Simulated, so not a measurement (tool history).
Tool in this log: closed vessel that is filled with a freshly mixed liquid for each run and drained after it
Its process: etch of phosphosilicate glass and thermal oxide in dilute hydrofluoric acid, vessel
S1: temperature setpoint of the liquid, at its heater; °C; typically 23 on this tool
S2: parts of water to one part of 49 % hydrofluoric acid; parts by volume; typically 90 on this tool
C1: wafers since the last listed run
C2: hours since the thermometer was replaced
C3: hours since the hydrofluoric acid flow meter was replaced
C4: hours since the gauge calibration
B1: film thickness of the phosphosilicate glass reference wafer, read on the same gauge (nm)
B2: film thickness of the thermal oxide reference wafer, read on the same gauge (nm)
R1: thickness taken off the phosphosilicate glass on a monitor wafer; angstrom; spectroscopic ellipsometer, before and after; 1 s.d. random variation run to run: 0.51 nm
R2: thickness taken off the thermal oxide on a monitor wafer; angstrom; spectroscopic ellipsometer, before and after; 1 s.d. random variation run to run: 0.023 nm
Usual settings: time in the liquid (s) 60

{"run": 1, "hour": 0.0, "S1": 23, "S2": 90, "time in the liquid (s)": 60, "C1": 0, "C2": 256.6, "C3": 1876.3, "C4": 15, "B1": 109.99, "B2": 130.009, "R1": 1186.5, "R2": 34.08}
{"run": 2, "hour": 24.4, "S1": 20, "S2": 90, "time in the liquid (s)": 60, "C1": 3338, "C2": 281, "C3": 1900.7, "C4": 39.4, "B1": 110.02, "B2": 129.988, "R1": 1053.4, "R2": 30.8}
{"run": 3, "hour": 62.0, "S1": 23, "S2": 55, "time in the liquid (s)": 60, "C1": 5145, "C2": 318.6, "C3": 1938.3, "C4": 77, "B1": 110.01, "B2": 130.036, "R1": 2037.8, "R2": 58.64}
{"run": 4, "hour": 106.3, "S1": 23, "S2": 55, "time in the liquid (s)": 60, "C1": 6061, "C2": 362.9, "C3": 1982.6, "C4": 121.3, "B1": 109.94, "B2": 129.99, "R1": 2024.7, "R2": 59.08}
{"run": 5, "hour": 157.8, "S1": 23, "S2": 55, "time in the liquid (s)": 60, "C1": 7047, "C2": 414.4, "C3": 2034.1, "C4": 172.8, "B1": 109.97, "B2": 130.002, "R1": 2029.8, "R2": 59.2}
{"run": 6, "hour": 223.2, "S1": 23, "S2": 90, "time in the liquid (s)": 60, "C1": 8949, "C2": 479.8, "C3": 2099.5, "C4": 238.2, "B1": 110.04, "B2": 130.033, "R1": 1202.4, "R2": 34.26}
{"run": 7, "hour": 276.7, "S1": 23, "S2": 90, "time in the liquid (s)": 60, "C1": 7320, "C2": 533.3, "C3": 2153, "C4": 291.7, "B1": 110.03, "B2": 130.002, "R1": 1193.2, "R2": 34.48}
{"run": 8, "hour": 313.8, "S1": 23, "S2": 90, "time in the liquid (s)": 60, "C1": 5076, "C2": 570.4, "C3": 2190.1, "C4": 328.8, "B1": 109.96, "B2": 129.973, "R1": 1189.1, "R2": 34.37}
{"run": 9, "hour": 375.2, "S1": 26.5, "S2": 65, "time in the liquid (s)": 60, "C1": 8401, "C2": 631.8, "C3": 2251.5, "C4": 390.2, "B1": 109.99, "B2": 130.023, "R1": 1979.6, "R2": 56.77}
{"run": 10, "hour": 426.4, "S1": 23, "S2": 90, "time in the liquid (s)": 60, "C1": 7006, "C2": 683, "C3": 2302.7, "C4": 441.4, "B1": 109.97, "B2": 130.001, "R1": 1203.6, "R2": 35.04}
{"hour": 520.3, "done": "thermometer replaced"}
{"run": 11, "hour": 596.2, "S1": 27.5, "S2": 125, "time in the liquid (s)": 35, "C1": 23098, "C2": 75.9, "C3": 2472.5, "C4": 611.2, "B1": 110.05, "B2": 129.996, "R1": 584.7, "R2": 16.57}
{"run": 12, "hour": 651.9, "S1": 23, "S2": 55, "time in the liquid (s)": 60, "C1": 7621, "C2": 131.6, "C3": 2528.2, "C4": 666.9, "B1": 110, "B2": 129.991, "R1": 2064.2, "R2": 59.94}
{"hour": 670.8, "done": "hydrofluoric acid flow meter replaced"}
{"run": 13, "hour": 708.8, "S1": 26, "S2": 120, "time in the liquid (s)": 90, "C1": 7649, "C2": 188.5, "C3": 38, "C4": 723.8, "B1": 109.99, "B2": 130.012, "R1": 1395.6, "R2": 40.16}
{"run": 14, "hour": 743.5, "S1": 23, "S2": 90, "time in the liquid (s)": 95, "C1": 4748, "C2": 223.2, "C3": 72.7, "C4": 758.5, "B1": 110, "B2": 129.971, "R1": 1812.3, "R2": 52.79}
{"hour": 775.2, "done": "gauge calibrated"}
{"run": 15, "hour": 792.2, "S1": 28, "S2": 50, "time in the liquid (s)": 90, "C1": 6664, "C2": 271.9, "C3": 121.4, "C4": 17, "B1": 110.04, "B2": 129.979, "R1": 3956.4, "R2": 115.32}
{"run": 16, "hour": 862.3, "S1": 25, "S2": 90, "time in the liquid (s)": 60, "C1": 9592, "C2": 342, "C3": 191.5, "C4": 87.1, "B1": 109.93, "B2": 129.986, "R1": 1238.3, "R2": 35.89}
{"run": 17, "hour": 918.2, "S1": 26.5, "S2": 60, "time in the liquid (s)": 30, "C1": 7649, "C2": 397.9, "C3": 247.4, "C4": 143, "B1": 109.99, "B2": 129.981, "R1": 1024, "R2": 29.35}
{"run": 18, "hour": 987.2, "S1": 23, "S2": 135, "time in the liquid (s)": 60, "C1": 9441, "C2": 466.9, "C3": 316.4, "C4": 212, "B1": 110.04, "B2": 129.972, "R1": 723.4, "R2": 21.18}
{"run": 19, "hour": 1015.7, "S1": 23, "S2": 90, "time in the liquid (s)": 60, "C1": 3899, "C2": 495.4, "C3": 344.9, "C4": 240.5, "B1": 109.98, "B2": 129.98, "R1": 1154.7, "R2": 33.02}
{"run": 20, "hour": 1064.9, "S1": 23, "S2": 65, "time in the liquid (s)": 40, "C1": 6732, "C2": 544.6, "C3": 394.1, "C4": 289.7, "B1": 109.97, "B2": 130.011, "R1": 1094.8, "R2": 32.07}

4 options for the next run, each taken on its own from the tool as it stands now. Forecast them:
{"run": "A", "hour": 1065.6, "S1": 23, "S2": 90, "time in the liquid (s)": 60, "C1": 95, "C2": 545.3, "C3": 394.8, "C4": 290.4, "B1": "?", "B2": "?", "R1": "?", "R2": "?"}
{"run": "B", "hour": 1065.6, "S1": 23, "S2": 90, "time in the liquid (s)": 85, "C1": 95, "C2": 545.3, "C3": 394.8, "C4": 290.4, "B1": "?", "B2": "?", "R1": "?", "R2": "?"}
{"run": "C", "hour": 1065.6, "S1": 23, "S2": 90, "time in the liquid (s)": 30, "C1": 95, "C2": 545.3, "C3": 394.8, "C4": 290.4, "B1": "?", "B2": "?", "R1": "?", "R2": "?"}
{"run": "D", "hour": 1065.6, "S1": 23, "S2": 60, "time in the liquid (s)": 60, "C1": 95, "C2": 545.3, "C3": 394.8, "C4": 290.4, "B1": "?", "B2": "?", "R1": "?", "R2": "?"}

run=A B1=110.04 B2=130.013 R1=1151 R2=33.6
run=B B1=110.04 B2=130.013 R1=1630.5 R2=47.6
run=C B1=110.04 B2=130.013 R1=575.5 R2=16.8
run=D B1=110.04 B2=130.013 R1=1791.4 R2=52.29
Without the tool's unlogged condition, the same runs would have read:
run=A R1=1134.5 R2=33.12
run=B R1=1607.2 R2=46.92
run=C R1=567.3 R2=16.56
run=D R1=1766.7 R2=51.57
